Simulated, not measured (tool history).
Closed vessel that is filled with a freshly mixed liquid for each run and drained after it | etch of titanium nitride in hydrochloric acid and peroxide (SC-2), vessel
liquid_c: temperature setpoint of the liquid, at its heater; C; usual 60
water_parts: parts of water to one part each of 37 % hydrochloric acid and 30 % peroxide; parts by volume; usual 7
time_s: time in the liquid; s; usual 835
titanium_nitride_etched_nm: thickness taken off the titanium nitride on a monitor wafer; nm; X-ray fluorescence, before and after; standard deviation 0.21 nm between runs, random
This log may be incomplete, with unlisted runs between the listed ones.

run,hour,liquid_c,water_parts,time_s,wafers since the last listed run,hours since the thermometer was replaced,hours since the chemicals flow meter was replaced,hours since the drum of peroxide was connected,hours since the gauge calibration,"read-back film thickness of the titanium nitride reference wafer, read on the same gauge (nm)",titanium_nitride_etched_nm
1,0,60,7,1170,0,2361.1,2138.7,668,888.6,100.01,42.06
2,26.9,60,9,835,1655,2388,2165.6,694.9,915.5,100,24.55
3,46.2,60,7,965,1187,2407.3,2184.9,714.2,934.8,100,34.41
4,79.4,60,7,965,2043,2440.5,2218.1,747.4,968,100.03,34.64
5,114.2,60,7,965,2141,2475.3,2252.9,782.2,1002.8,100,34.16
# hour 123.6: gauge calibrated
6,138.9,64,5.5,835,1520,2500,2277.6,806.9,15.3,99.98,45.76
# hour 162: thermometer replaced
7,163.4,68,7,550,1446,1.4,2302.1,831.4,39.8,99.99,32.58
8,184.6,69,8,985,1304,22.6,2323.3,852.6,61,100,55.51
9,210.7,68.5,5,1020,1606,48.7,2349.4,878.7,87.1,99.98,77.4
10,236,63.5,7,835,1557,74,2374.7,904,112.4,100.02,36.99
# hour 252.1: new drum of peroxide connected
# hour 254.5: chemicals flow meter replaced
11,257.5,55,7,495,1200,95.5,3,5.4,133.9,100.02,12.37
12,281.9,60,7,835,1501,119.9,27.4,29.8,158.3,99.94,28.85
13,302.8,60,7,835,1286,140.8,48.3,50.7,179.2,99.99,28.21
14,335.5,60,7,835,2012,173.5,81,83.4,211.9,99.97,28.79
15,371.2,52,7,1330,2197,209.2,116.7,119.1,247.6,99.99,27.19
16,404.8,63.5,7,835,2067,242.8,150.3,152.7,281.2,99.99,35.21
17,426.7,52.5,9,835,1347,264.7,172.2,174.6,303.1,100.01,14.47
18,527.1,69.5,10,965,6179,365.1,272.6,275,403.5,100.06,43.96
19,554.2,60,7,835,1667,392.2,299.7,302.1,430.6,100.05,28.84
20,578.2,52,7,1230,1477,416.2,323.7,326.1,454.6,100.02,25.33
21,601.4,67.5,5,505,1427,439.4,346.9,349.3,477.8,99.99,35
22,621.3,65,7,835,1224,459.3,366.8,369.2,497.7,100.01,39
23,638.8,60,7,835,1077,476.8,384.3,386.7,515.2,100.02,28.57
24,670.8,60,7,835,1969,508.8,416.3,418.7,547.2,100.01,28.69
25,693.5,60,7,1195,1397,531.5,439,441.4,569.9,100.03,41.1
26,718.8,52.5,9,835,1557,556.8,464.3,466.7,595.2,99.99,14.55
27,731.9,60,7,835,806,569.9,477.4,479.8,608.3,99.97,28.63
28,756.5,60,7,835,1514,594.5,502,504.4,632.9,99.99,28.7
29,778.8,50,7,425,1372,616.8,524.3,526.7,655.2,100.01,7.61

Results for each run, recomputed without the tool's hidden state and with each run's random variation untouched:
Unlogged tool condition in this case: liquid hotter than its thermometer reads (K); chemicals flow above the setpoint (%); peroxide weaker than its label (%); gauge reads high (%).
run,titanium_nitride_etched_nm
1,40.1
2,23.33
3,32.84
4,33.07
5,32.64
6,43.92
7,31.16
8,52.99
9,74.55
10,35.42
11,12.3
12,28.68
13,28.05
14,28.64
15,27.07
16,35.06
17,14.4
18,43.8
19,28.77
20,25.28
21,34.98
22,38.94
23,28.53
24,28.67
25,41.08
26,14.54
27,28.64
28,28.71
29,7.61
